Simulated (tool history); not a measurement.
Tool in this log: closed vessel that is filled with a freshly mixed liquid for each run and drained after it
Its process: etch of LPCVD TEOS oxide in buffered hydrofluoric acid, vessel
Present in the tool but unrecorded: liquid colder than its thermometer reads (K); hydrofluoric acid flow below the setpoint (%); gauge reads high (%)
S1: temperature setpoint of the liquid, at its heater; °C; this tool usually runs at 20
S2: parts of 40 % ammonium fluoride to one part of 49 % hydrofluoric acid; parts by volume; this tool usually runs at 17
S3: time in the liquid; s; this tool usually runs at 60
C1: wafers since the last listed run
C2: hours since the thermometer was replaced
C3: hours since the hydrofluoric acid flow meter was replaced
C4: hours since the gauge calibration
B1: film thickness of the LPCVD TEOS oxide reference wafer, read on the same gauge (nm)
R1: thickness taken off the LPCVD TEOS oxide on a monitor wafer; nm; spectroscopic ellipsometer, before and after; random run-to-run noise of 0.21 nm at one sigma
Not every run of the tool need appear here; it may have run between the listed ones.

| run | hour | S1 | S2 | S3 | C1 | C2 | C3 | C4 | B1 | R1 |
|---|---|---|---|---|---|---|---|---|---|---|
| 1 | 0 | 20 | 21 | 60 | 0 | 2458.9 | 2248.7 | 171.1 | 89.98 | 47.53 |
| 2 | 16 | 20 | 21 | 60 | 2238 | 2474.9 | 2264.7 | 187.1 | 90.01 | 47.7 |
| 3 | 31.8 | 20 | 17 | 75 | 2210 | 2490.7 | 2280.5 | 202.9 | 90.01 | 69.1 |
| 4 | 47.1 | 20 | 17 | 75 | 2140 | 2506 | 2295.8 | 218.2 | 90.01 | 68.68 |
| 5 | 54.7 | 20 | 17 | 75 | 1063 | 2513.6 | 2303.4 | 225.8 | 89.99 | 68.97 |
| 6 | 64.8 | 20 | 17 | 60 | 1413 | 2523.7 | 2313.5 | 235.9 | 89.96 | 54.96 |
| 7 | 72 | 20 | 17 | 60 | 1007 | 2530.9 | 2320.7 | 243.1 | 90.02 | 55.01 |
|  | 78.4 | hydrofluoric acid flow meter replaced |
| 8 | 83.3 | 20 | 17 | 60 | 1441 | 2542.2 | 4.9 | 254.4 | 89.97 | 62.63 |
| 9 | 96 | 20 | 17 | 50 | 1776 | 2554.9 | 17.6 | 267.1 | 90.02 | 52.01 |
| 10 | 106.6 | 20 | 17 | 50 | 1483 | 2565.5 | 28.2 | 277.7 | 90 | 51.83 |
| 11 | 118.6 | 20 | 17 | 50 | 1678 | 2577.5 | 40.2 | 289.7 | 90 | 51.94 |
| 12 | 125.3 | 20 | 17 | 60 | 937 | 2584.2 | 46.9 | 296.4 | 89.99 | 62.14 |
| 13 | 133.6 | 20 | 14.5 | 60 | 1161 | 2592.5 | 55.2 | 304.7 | 90 | 72.89 |
| 14 | 143.6 | 20 | 22.5 | 60 | 1399 | 2602.5 | 65.2 | 314.7 | 89.98 | 49.36 |
| 15 | 158.6 | 20 | 22.5 | 60 | 2098 | 2617.5 | 80.2 | 329.7 | 90.02 | 49 |
| 16 | 170.5 | 17 | 14 | 50 | 1664 | 2629.4 | 92.1 | 341.6 | 89.98 | 52.97 |
|  | 174.3 | gauge calibrated |
| 17 | 177 | 22 | 12 | 30 | 909 | 2635.9 | 98.6 | 2.7 | 89.98 | 49.06 |
| 18 | 202.6 | 20 | 10 | 60 | 3581 | 2661.5 | 124.2 | 28.3 | 90.02 | 103.87 |
| 19 | 217.6 | 20 | 22.5 | 60 | 2098 | 2676.5 | 139.2 | 43.3 | 90 | 48.93 |
| 20 | 231.8 | 22 | 17 | 60 | 1986 | 2690.7 | 153.4 | 57.5 | 90.02 | 69.36 |
| 21 | 238.3 | 17 | 17 | 60 | 909 | 2697.2 | 159.9 | 64 | 90.02 | 52.16 |
| 22 | 249.2 | 20 | 17 | 50 | 1525 | 2708.1 | 170.8 | 74.9 | 90 | 51.64 |
|  | 253.9 | thermometer replaced |
| 23 | 259.3 | 20 | 17 | 60 | 1273 | 5.4 | 180.9 | 85 | 90 | 61.67 |
| 24 | 269.6 | 20 | 22.5 | 85 | 1441 | 15.7 | 191.2 | 95.3 | 89.99 | 69.13 |
| 25 | 285.9 | 20 | 17 | 85 | 2280 | 32 | 207.5 | 111.6 | 89.99 | 87.99 |
| 26 | 299.4 | 22.5 | 22 | 60 | 1888 | 45.5 | 221 | 125.1 | 89.98 | 57.08 |
| 27 | 314.1 | 20 | 17 | 80 | 2056 | 60.2 | 235.7 | 139.8 | 90.02 | 82.13 |
| 28 | 326.4 | 23.5 | 10.5 | 60 | 1720 | 72.5 | 248 | 152.1 | 89.99 | 119.87 |
| 29 | 336.3 | 20 | 17 | 75 | 1385 | 82.4 | 257.9 | 162 | 90 | 76.51 |
| 30 | 348.7 | 17 | 13 | 30 | 1734 | 94.8 | 270.3 | 174.4 | 90.04 | 33.95 |
| 31 | 359 | 20 | 17 | 60 | 1441 | 105.1 | 280.6 | 184.7 | 90.02 | 61.35 |
| 32 | 366.8 | 20 | 21.5 | 60 | 1091 | 112.9 | 288.4 | 192.5 | 89.98 | 50.42 |
| 33 | 373.7 | 20 | 17 | 70 | 965 | 119.8 | 295.3 | 199.4 | 89.97 | 71.1 |
| 34 | 380.8 | 20 | 11.5 | 60 | 993 | 126.9 | 302.4 | 206.5 | 90.05 | 89.75 |

Entry by entry between the runs, the difference in hidden state between the last listed run before and the first listed run after:
Between runs 7 and 8: hydrofluoric acid flow meter replaced (hour 78.4)
  hydrofluoric acid flow below the setpoint (%): 13.9 -> 2.07
  measured value less the no-hidden-state value, R1: -8.78 -> -1.3 nm
Between runs 16 and 17: gauge calibrated (hour 174.3)
  hydrofluoric acid flow below the setpoint (%): 2.53 -> 2.56
  measured value less the no-hidden-state value, R1: -1.35 -> -1.26 nm
Between runs 22 and 23: thermometer replaced (hour 253.9)
  hydrofluoric acid flow below the setpoint (%): 2.94 -> 3
  measured value less the no-hidden-state value, R1: -1.54 -> -1.88 nm

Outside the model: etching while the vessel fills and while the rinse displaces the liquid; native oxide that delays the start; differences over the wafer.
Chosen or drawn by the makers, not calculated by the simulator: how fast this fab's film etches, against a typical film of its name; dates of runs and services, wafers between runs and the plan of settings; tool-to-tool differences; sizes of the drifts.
